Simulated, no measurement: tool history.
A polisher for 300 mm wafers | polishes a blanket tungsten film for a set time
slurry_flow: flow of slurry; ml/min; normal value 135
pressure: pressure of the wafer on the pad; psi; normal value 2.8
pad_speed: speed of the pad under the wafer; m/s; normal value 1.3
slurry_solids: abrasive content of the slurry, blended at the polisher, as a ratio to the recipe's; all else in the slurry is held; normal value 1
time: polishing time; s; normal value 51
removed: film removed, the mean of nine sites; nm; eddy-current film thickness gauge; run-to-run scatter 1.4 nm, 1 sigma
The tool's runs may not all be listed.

| run | hour | slurry_flow | pressure | pad_speed | slurry_solids | time | incoming thickness of the incoming film, nm | removed |
|---|---|---|---|---|---|---|---|---|
| 1 | 0 | 135 | 2.8 | 1.3 | 1 | 46 | 1571.7 | 160.7 |
|  | 4.1 | slurry tank refilled with fresh slurry and peroxide |
| 2 | 14.8 | 135 | 2.8 | 1.3 | 1 | 46 | 1554.1 | 166.5 |
| 3 | 21.2 | 135 | 2.8 | 1.3 | 1 | 46 | 1539.5 | 165.3 |
| 4 | 38.6 | 135 | 2.8 | 1.3 | 1 | 51 | 1530.6 | 178.9 |
| 5 | 51.1 | 135 | 2.8 | 1.3 | 1 | 51 | 1515.2 | 171.6 |
| 6 | 63.3 | 135 | 2.8 | 1.3 | 1 | 51 | 1527.7 | 168.8 |
| 7 | 70.4 | 135 | 2.8 | 1.3 | 1 | 51 | 1521.7 | 167.8 |
|  | 83 | worn pad replaced by a new one |
|  | 84 | slurry tank refilled with fresh slurry and peroxide |
| 8 | 84.5 | 135 | 2.8 | 1.3 | 1 | 51 | 1556.6 | 176.2 |
|  | 96.6 | slurry blender recalibrated |
| 9 | 97.1 | 135 | 2.8 | 1.3 | 1 | 51 | 1520.1 | 187.7 |
| 10 | 109.4 | 135 | 3.3 | 1.3 | 1 | 40 | 1530.9 | 162.2 |
| 11 | 127.4 | 135 | 3.3 | 1.3 | 1 | 40 | 1543.4 | 155.3 |
| 12 | 143.5 | 135 | 2.8 | 1.64 | 1 | 43 | 1511.2 | 167.8 |
| 13 | 160.8 | 135 | 2.2 | 1.3 | 0.8 | 51 | 1536.4 | 129.6 |
|  | 162.7 | slurry tank refilled with fresh slurry and peroxide |
|  | 165.4 | slurry nozzle cleaned |
| 14 | 170.5 | 135 | 2.8 | 1.3 | 1 | 51 | 1529.7 | 177.8 |
|  | 189.4 | worn pad replaced by a new one |
| 15 | 189.9 | 135 | 2.8 | 1.3 | 1.25 | 51 | 1531.6 | 185.6 |
| 16 | 202.2 | 135 | 2.8 | 0.92 | 1 | 51 | 1521.8 | 135.6 |
|  | 210.9 | slurry blender recalibrated |
| 17 | 211.4 | 135 | 2.8 | 1.64 | 1 | 43 | 1536.8 | 181.6 |
|  | 218.3 | head pressure recalibrated |
| 18 | 226.9 | 135 | 2.8 | 1.3 | 1 | 51 | 1566.9 | 173.4 |
| 19 | 236.6 | 145 | 2.1 | 1.66 | 1 | 51 | 1552.1 | 167.8 |
|  | 247.1 | slurry tank refilled with fresh slurry and peroxide |
| 20 | 253.1 | 135 | 2.8 | 1.3 | 1 | 51 | 1541.4 | 176.6 |
| 21 | 270.4 | 155 | 2.8 | 1.52 | 1 | 51 | 1529.8 | 198 |
| 22 | 282.3 | 135 | 3.5 | 1.68 | 1.25 | 51 | 1507.3 | 260.6 |
| 23 | 300.3 | 135 | 2 | 1.66 | 1 | 56 | 1519.3 | 173.6 |

Forecast each of these 3 alternatives for the next run:
| A | 300.7 | 135 | 2.8 | 1.3 | 1 | 51 | 1560.5 | ? |
| B | 300.7 | 135 | 2.8 | 1.3 | 1.1 | 51 | 1560.5 | ? |
| C | 300.7 | 155 | 2.8 | 1.56 | 1 | 51 | 1560.5 | ? |

| run | removed |
|---|---|
| A | 167.9 |
| B | 172.1 |
| C | 195.5 |
What these runs would have given with no unlogged condition in the tool:
| run | removed |
|---|---|
| A | 196.2 |
| B | 201.4 |
| C | 228.5 |
